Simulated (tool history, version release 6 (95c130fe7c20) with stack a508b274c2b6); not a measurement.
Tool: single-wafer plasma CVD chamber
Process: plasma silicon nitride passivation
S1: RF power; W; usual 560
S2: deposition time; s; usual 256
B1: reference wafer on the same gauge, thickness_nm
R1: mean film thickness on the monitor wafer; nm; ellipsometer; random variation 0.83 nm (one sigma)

run,hour,S1,S2,B1,R1
1,0,595,256,318.126,385.491
2,40,595,256,318.115,383.864
3,126.1,595,256,318.104,384.403
4,198.1,560,256,318.229,376.365
5,250.5,560,256,317.871,377.5
6,344.1,560,256,318.407,375.622
7,416.4,560,256,317.916,375.295
8,457.2,560,256,317.902,376.584
9,532,560,256,317.977,375.424
10,734.8,645,232,317.702,357.718
11,824.4,560,256,318.081,377.56
12,889.4,560,256,317.897,375.292
13,955.2,560,256,318.195,377.271
# hour 990.3: RF generator calibrated
14,1036.3,560,289,318.009,436.932
15,1080.5,560,290,318.135,437.642
16,1157.1,560,256,317.941,386.007
17,1249.1,460,272,318.043,381.511
# hour 1458.8: showerhead replaced
18,1519.6,495,229,318.163,325.765
# hour 1625.1: gauge calibrated
19,1626.3,560,256,317.834,380.44
20,1663.9,670,289,317.912,455.201
21,1713.1,645,209,317.915,325.855
22,1937.2,490,284,318.215,400.8
23,2018,500,256,318.011,363.797
24,2084.4,670,291,318.264,455.838
25,2167.9,505,207,317.981,295.402
26,2204.6,560,256,317.949,378.974
27,2276.7,485,256,317.962,358.33
28,2352.4,560,256,318.118,377.544
29,2530.5,650,218,317.916,337.735

5 ways to go on from here, each from the tool as it stands after run 29. What would each give?
A,2531,460,256,?,?
B,2531,605,256,?,?
C,2531,490,287,?,?
D,2531,650,223,?,?
E,2531,490,271,?,?

run,B1,R1
A,318.003,352.499
B,318.003,387.107
C,318.003,403.943
D,318.003,345.391
E,318.003,381.424
Without the tool's hidden state the same runs would have given:
run,R1
A,362.022
B,397.565
C,414.856
D,354.722
E,391.728

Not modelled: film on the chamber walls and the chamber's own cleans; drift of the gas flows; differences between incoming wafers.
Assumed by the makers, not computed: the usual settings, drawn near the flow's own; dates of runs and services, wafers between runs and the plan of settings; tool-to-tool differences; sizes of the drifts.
